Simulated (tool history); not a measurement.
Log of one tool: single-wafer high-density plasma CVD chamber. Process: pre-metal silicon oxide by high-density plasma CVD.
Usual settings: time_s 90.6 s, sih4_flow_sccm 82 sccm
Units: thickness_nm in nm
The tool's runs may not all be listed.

| run | hour | time_s | sih4_flow_sccm | wafers since the last listed run | hours since the silane flow controller was replaced | hours since the gauge calibration | read-back reference wafer on the same gauge, thickness_nm | thickness_nm |
|---|---|---|---|---|---|---|---|---|
| 1 | 0 | 90.6 | 82 | 0 | 2626.6 | 649.3 | 663.954 | 683.939 |
|  | 30.8 | gauge calibrated |
| 2 | 88.1 | 90.6 | 82 | 1000 | 2714.7 | 57.3 | 664.046 | 684.896 |
| 3 | 111.1 | 85 | 82 | 261 | 2737.7 | 80.3 | 664.198 | 641.24 |
| 4 | 132 | 90.6 | 82 | 237 | 2758.6 | 101.2 | 664.018 | 685.232 |
| 5 | 160.5 | 100 | 82 | 323 | 2787.1 | 129.7 | 664.002 | 754.981 |
| 6 | 173.6 | 100 | 82 | 148 | 2800.2 | 142.8 | 664.037 | 756.526 |
| 7 | 208.6 | 103 | 82 | 397 | 2835.2 | 177.8 | 664.026 | 779.619 |
| 8 | 232.6 | 103 | 82 | 272 | 2859.2 | 201.8 | 664.066 | 778.587 |
| 9 | 253.1 | 90.6 | 82 | 232 | 2879.7 | 222.3 | 663.897 | 687.075 |
| 10 | 273.4 | 90.6 | 82 | 230 | 2900 | 242.6 | 663.909 | 683.001 |
| 11 | 299.8 | 90.6 | 82 | 299 | 2926.4 | 269 | 663.827 | 683.985 |
| 12 | 312.4 | 103.8 | 75 | 143 | 2939 | 281.6 | 664.097 | 721.624 |
| 13 | 339.8 | 90.6 | 82 | 311 | 2966.4 | 309 | 663.929 | 683.128 |
| 14 | 359.6 | 90.6 | 82 | 224 | 2986.2 | 328.8 | 664.365 | 685.909 |
| 15 | 460.6 | 90.6 | 82 | 1147 | 3087.2 | 429.8 | 663.81 | 683.824 |
| 16 | 479.4 | 80.6 | 89 | 213 | 3106 | 448.6 | 663.994 | 656.449 |
| 17 | 507 | 80.6 | 89 | 313 | 3133.6 | 476.2 | 664.106 | 658.256 |
| 18 | 522.1 | 90.6 | 82 | 171 | 3148.7 | 491.3 | 663.9 | 683.522 |
| 19 | 555.2 | 90.6 | 82 | 375 | 3181.8 | 524.4 | 663.966 | 684.788 |
| 20 | 589.1 | 103.2 | 70 | 385 | 3215.7 | 558.3 | 663.928 | 671.334 |
| 21 | 614.2 | 90.6 | 82 | 285 | 3240.8 | 583.4 | 663.844 | 682.614 |
| 22 | 636.2 | 90.6 | 82 | 249 | 3262.8 | 605.4 | 664.144 | 682.716 |
| 23 | 663.8 | 90.6 | 82 | 313 | 3290.4 | 633 | 663.855 | 683.175 |
| 24 | 695.7 | 73 | 66 | 362 | 3322.3 | 664.9 | 664.023 | 449.741 |
| 25 | 776.2 | 78.5 | 76 | 914 | 3402.8 | 745.4 | 663.961 | 551.251 |
| 26 | 798.8 | 96.5 | 98 | 256 | 3425.4 | 768 | 664.111 | 862.303 |
| 27 | 811.4 | 77 | 82 | 143 | 3438 | 780.6 | 663.906 | 580.033 |
| 28 | 824.4 | 90.6 | 97 | 147 | 3451 | 793.6 | 663.942 | 801.411 |
| 29 | 845.7 | 73.3 | 77 | 241 | 3472.3 | 814.9 | 664.006 | 520.775 |
|  | 859.9 | gauge calibrated |
| 30 | 880.4 | 74.1 | 82 | 394 | 3507 | 20.5 | 663.95 | 559.241 |
|  | 891.7 | silane flow controller replaced |
| 31 | 898.3 | 79.8 | 95 | 112 | 6.6 | 38.4 | 664.166 | 738.129 |
| 32 | 932.1 | 104.3 | 82 | 383 | 40.4 | 72.2 | 664.154 | 833.87 |
| 33 | 965.5 | 79.3 | 67 | 379 | 73.8 | 105.6 | 664.005 | 526.301 |
| 34 | 989.9 | 105.7 | 92 | 277 | 98.2 | 130 | 663.933 | 942.274 |
| 35 | 1067 | 96.8 | 72 | 875 | 175.3 | 207.1 | 663.818 | 682.73 |
| 36 | 1081.7 | 90.6 | 94 | 166 | 190 | 221.8 | 663.944 | 819.753 |
| 37 | 1186.2 | 72.6 | 94 | 1186 | 294.5 | 326.3 | 664.175 | 655.632 |
| 38 | 1202.4 | 90.6 | 82 | 183 | 310.7 | 342.5 | 663.866 | 716.396 |
| 39 | 1218.5 | 104.2 | 94 | 182 | 326.8 | 358.6 | 663.924 | 943.13 |
| 40 | 1236.3 | 102.4 | 97 | 202 | 344.6 | 376.4 | 663.984 | 949.091 |
| 41 | 1253.3 | 90.6 | 82 | 193 | 361.6 | 393.4 | 663.92 | 718.655 |
| 42 | 1281.7 | 90.6 | 69 | 322 | 390 | 421.8 | 664.036 | 609.613 |
| 43 | 1314.5 | 75.2 | 88 | 372 | 422.8 | 454.6 | 664.079 | 635.593 |
| 44 | 1347.1 | 90.6 | 82 | 370 | 455.4 | 487.2 | 663.946 | 717.349 |
| 45 | 1364.2 | 90.6 | 82 | 194 | 472.5 | 504.3 | 663.908 | 715.523 |
| 46 | 1398.9 | 96 | 75 | 394 | 507.2 | 539 | 664.105 | 696.002 |
| 47 | 1424.4 | 80.8 | 73 | 289 | 532.7 | 564.5 | 663.965 | 569.307 |

3 ways to go on from here, each from the tool as it stands after run 47. What would each give?
| A | 1424.8 | 90.6 | 71 | 4 | 533.1 | 564.9 | ? | ? |
| B | 1424.8 | 74.5 | 69 | 4 | 533.1 | 564.9 | ? | ? |
| C | 1424.8 | 97 | 95 | 4 | 533.1 | 564.9 | ? | ? |

| run | read-back reference wafer on the same gauge, thickness_nm | thickness_nm |
|---|---|---|
| A | 664.083 | 623.425 |
| B | 664.083 | 499.145 |
| C | 664.083 | 878.309 |
Without the tool's hidden state the same runs would have given:
| run | thickness_nm |
|---|---|
| A | 632.424 |
| B | 506.35 |
| C | 890.987 |
